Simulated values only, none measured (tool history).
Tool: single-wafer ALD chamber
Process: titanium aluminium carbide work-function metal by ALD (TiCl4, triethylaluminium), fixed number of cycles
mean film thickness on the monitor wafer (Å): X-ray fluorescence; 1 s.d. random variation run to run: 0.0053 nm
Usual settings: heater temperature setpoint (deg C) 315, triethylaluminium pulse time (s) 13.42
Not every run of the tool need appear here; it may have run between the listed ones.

run   hour  heater temperature setpoint (deg C)  triethylaluminium pulse time (s)  read-back reference wafer on the same gauge, thickness_nm  mean film thickness on the monitor wafer (Å)
  1      0                                  311                             13.42                                                      2.199                                         20.34
  2   24.3                                  311                             13.42                                                      2.199                                         20.34
  3   49.2                                  324                             14.97                                                        2.2                                         21.46
  4   80.4                                  324                             14.97                                                      2.201                                         21.38
  5   97.6                                  324                             14.97                                                        2.2                                         21.41
  6    124                                  324                             15.95                                                        2.2                                         21.54
  7  151.7                                  324                             15.95                                                        2.2                                         21.55
     177.8  -- triethylaluminium bottle replaced
  8    186                                  324                             15.95                                                        2.2                                         21.61
     248.2  -- thermocouple changed; heater temperature recalibrated
  9  274.2                                  315                             13.42                                                      2.201                                         21.06
 10  323.3                                  315                             13.42                                                      2.199                                         21.11
 11  355.1                                  302                              9.69                                                        2.2                                         19.19
 12  460.5                                  302                              9.03                                                      2.199                                         18.67
 13  473.4                                  315                             13.42                                                        2.2                                         20.96
 14  495.8                                  304                               9.8                                                        2.2                                         19.21
 15  529.3                                  328                             13.42                                                      2.201                                         21.91
     574.6  -- gauge calibrated
 16  635.3                                  325                              8.25                                                        2.2                                         19.41
 17  728.4                                  324                             14.97                                                      2.201                                         21.65

Run 18 has not been measured yet. What should we expect?
 18  743.6                                  319                               8.5                                                          ?                                             ?

{"run 18": {"read-back reference wafer on the same gauge, thickness_nm": 2.199, "mean film thickness on the monitor wafer (Å)": 18.99}}
Had the tool carried no hidden state, the very same run would have given mean film thickness on the monitor wafer (Å) 19.86.
